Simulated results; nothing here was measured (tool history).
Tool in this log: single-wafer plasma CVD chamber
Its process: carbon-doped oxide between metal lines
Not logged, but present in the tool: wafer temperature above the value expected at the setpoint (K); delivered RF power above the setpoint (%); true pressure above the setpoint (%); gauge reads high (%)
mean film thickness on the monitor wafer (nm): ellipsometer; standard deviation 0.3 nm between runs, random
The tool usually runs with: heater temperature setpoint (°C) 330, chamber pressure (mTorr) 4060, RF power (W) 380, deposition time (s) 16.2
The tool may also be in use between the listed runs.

run,hour,heater temperature setpoint (°C),chamber pressure (mTorr),RF power (W),deposition time (s),wafers since the last listed run,hours since the last thermocouple change,hours since the last RF generator calibration,hours since the last manometer calibration,hours since the showerhead was replaced,hours since the gauge calibration,"read-back reference wafer on the same gauge, thickness_nm",mean film thickness on the monitor wafer (nm)
1,0,339,4060,335,16.2,0,497.4,1001.4,1170.4,6913.1,1053.6,64.567,60.346
2,52.1,339,4060,335,16.2,1943,549.5,1053.5,1222.5,6965.2,1105.7,64.556,60.09
# hour 71.8: capacitance manometer re-zeroed and calibrated
3,119.4,323,4060,380,16.2,2211,616.8,1120.8,47.6,7032.5,1173,64.51,72.305
4,208.1,323,4060,380,16.2,3307,705.5,1209.5,136.3,7121.2,1261.7,64.59,71.174
5,312.7,335,4060,380,16.2,3900,810.1,1314.1,240.9,7225.8,1366.3,64.511,68.753
6,416.3,330,4060,380,14.4,3863,913.7,1417.7,344.5,7329.4,1469.9,64.517,62.133
7,452.5,330,4060,380,14.4,1350,949.9,1453.9,380.7,7365.6,1506.1,64.546,61.979
8,559,330,4060,380,18.6,3971,1056.4,1560.4,487.2,7472.1,1612.6,64.456,79.939
# hour 635: gauge calibrated
9,643.5,330,4060,380,18.6,3151,1140.9,1644.9,571.7,7556.6,8.5,64.559,79.153
# hour 706: thermocouple changed; heater temperature recalibrated
10,714.5,330,4060,380,18.6,2349,8.5,1715.9,642.7,7627.6,79.5,64.618,79.1
11,753.6,330,4060,380,16.2,1458,47.6,1755,681.8,7666.7,118.6,64.509,68.489
12,858.5,330,4060,380,18.3,3912,152.5,1859.9,786.7,7771.6,223.5,64.538,77.808
13,942.5,330,4060,380,18.3,3132,236.5,1943.9,870.7,7855.6,307.5,64.554,77.637
# hour 1008.6: showerhead replaced
14,1015.3,330,3670,380,16.2,2416,309.3,2016.7,943.5,6.7,380.3,64.569,67.455
# hour 1023.9: capacitance manometer re-zeroed and calibrated
15,1121.1,330,4060,380,16.2,3647,415.1,2122.5,97.2,112.5,486.1,64.496,68.131
# hour 1162.2: RF generator calibrated
16,1168.6,330,4060,380,16.2,1473,462.6,6.4,144.7,160,533.6,64.526,71.76
17,1227,330,4060,400,16.2,2177,521,64.8,203.1,218.4,592,64.523,74.443
18,1307.2,330,4060,380,16.2,2990,601.2,145,283.3,298.6,672.2,64.481,70.756

Run 19 is up next; what results do you expect?
19,1411.7,335,4060,435,16.2,3897,705.7,249.5,387.8,403.1,776.7,?,?

Run 19 gave read-back reference wafer on the same gauge, thickness_nm 64.409, mean film thickness on the monitor wafer (nm) 80.092.
With the hidden condition absent and the run-to-run variation left alone, this run would have shown mean film thickness on the monitor wafer (nm) 80.158.

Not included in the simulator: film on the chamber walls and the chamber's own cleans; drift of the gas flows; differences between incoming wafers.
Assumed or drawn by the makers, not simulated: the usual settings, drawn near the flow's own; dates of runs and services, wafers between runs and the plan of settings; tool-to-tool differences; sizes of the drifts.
